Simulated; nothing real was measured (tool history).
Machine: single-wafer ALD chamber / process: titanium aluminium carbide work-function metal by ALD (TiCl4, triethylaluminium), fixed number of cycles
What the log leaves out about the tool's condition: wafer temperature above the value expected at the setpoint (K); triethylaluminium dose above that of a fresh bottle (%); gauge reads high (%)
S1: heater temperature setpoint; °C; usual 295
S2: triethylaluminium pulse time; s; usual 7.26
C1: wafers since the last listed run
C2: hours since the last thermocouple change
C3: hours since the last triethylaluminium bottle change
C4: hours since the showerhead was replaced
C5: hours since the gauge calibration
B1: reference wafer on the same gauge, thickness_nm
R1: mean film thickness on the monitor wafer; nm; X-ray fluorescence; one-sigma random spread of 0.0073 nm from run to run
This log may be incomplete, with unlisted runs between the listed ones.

run	day	S1	S2	C1	C2	C3	C4	C5	B1	R1
1	0.000	288	7.26	0	1155.6	778.3	4752.8	102.7	2.201	1.834
2	0.550	301	7.26	138	1168.8	791.5	4766.0	115.9	2.200	1.949
3	1.200	295	7.97	163	1184.4	807.1	4781.6	131.5	2.202	1.946
4	1.571	295	7.97	93	1193.3	816.0	4790.5	140.4	2.200	1.949
5	2.292	295	5.61	181	1210.6	833.3	4807.8	157.7	2.201	1.679
6	2.662	295	5.61	93	1219.5	842.2	4816.7	166.6	2.200	1.672
7	3.188	295	5.61	132	1232.1	854.8	4829.3	179.2	2.201	1.677
8	3.633	295	8.29	112	1242.8	865.5	4840.0	189.9	2.200	1.978
9	3.929	295	8.29	74	1249.9	872.6	4847.1	197.0	2.198	1.978
10	4.229	295	8.29	75	1257.1	879.8	4854.3	204.2	2.199	1.972
11	4.608	283	7.26	95	1266.2	888.9	4863.4	213.3	2.197	1.786
# day 5.554: thermocouple changed; heater temperature recalibrated
12	5.575	287	5.80	159	0.5	912.1	4886.6	236.5	2.201	1.629
13	5.771	287	7.26	49	5.2	916.8	4891.3	241.2	2.203	1.811
# day 6.529: gauge calibrated
# day 6.554: triethylaluminium bottle replaced
14	6.575	287	6.52	118	24.5	0.5	4910.6	1.1	2.201	1.827
15	6.908	286	6.33	83	32.5	8.5	4918.6	9.1	2.197	1.801
# day 8.325: showerhead replaced, of another model than before
16	8.346	295	7.26	278	67.0	43.0	0.5	43.6	2.199	1.955
17	8.750	295	7.26	101	76.7	52.7	10.2	53.3	2.201	1.955
18	10.262	295	7.26	381	113.0	89.0	46.5	89.6	2.203	1.955
19	10.796	295	7.26	134	125.8	101.8	59.3	102.4	2.201	1.953
20	11.304	309	5.37	128	138.0	114.0	71.5	114.6	2.198	1.590

For each entry between runs, how does the tool's hidden state at the last listed run before it compare with that at the first listed run after it?
After run 11, before run 12: thermocouple changed; heater temperature recalibrated (day 5.554)
  triethylaluminium dose above that of a fresh bottle (%): -14.1 -> -14.4
  difference, measured minus the result without the unlogged condition, R1: -0.094 -> -0.130 nm
After run 13, before run 14: gauge calibrated (day 6.529); triethylaluminium bottle replaced (day 6.554)
  triethylaluminium dose above that of a fresh bottle (%): -14.5 -> -3.1
  difference, measured minus the result without the unlogged condition, R1: -0.099 -> -0.021 nm
After run 15, before run 16: showerhead replaced, of another model than before (day 8.325)
  triethylaluminium dose above that of a fresh bottle (%): -3.22 -> -3.76
  difference, measured minus the result without the unlogged condition, R1: -0.022 -> -0.034 nm
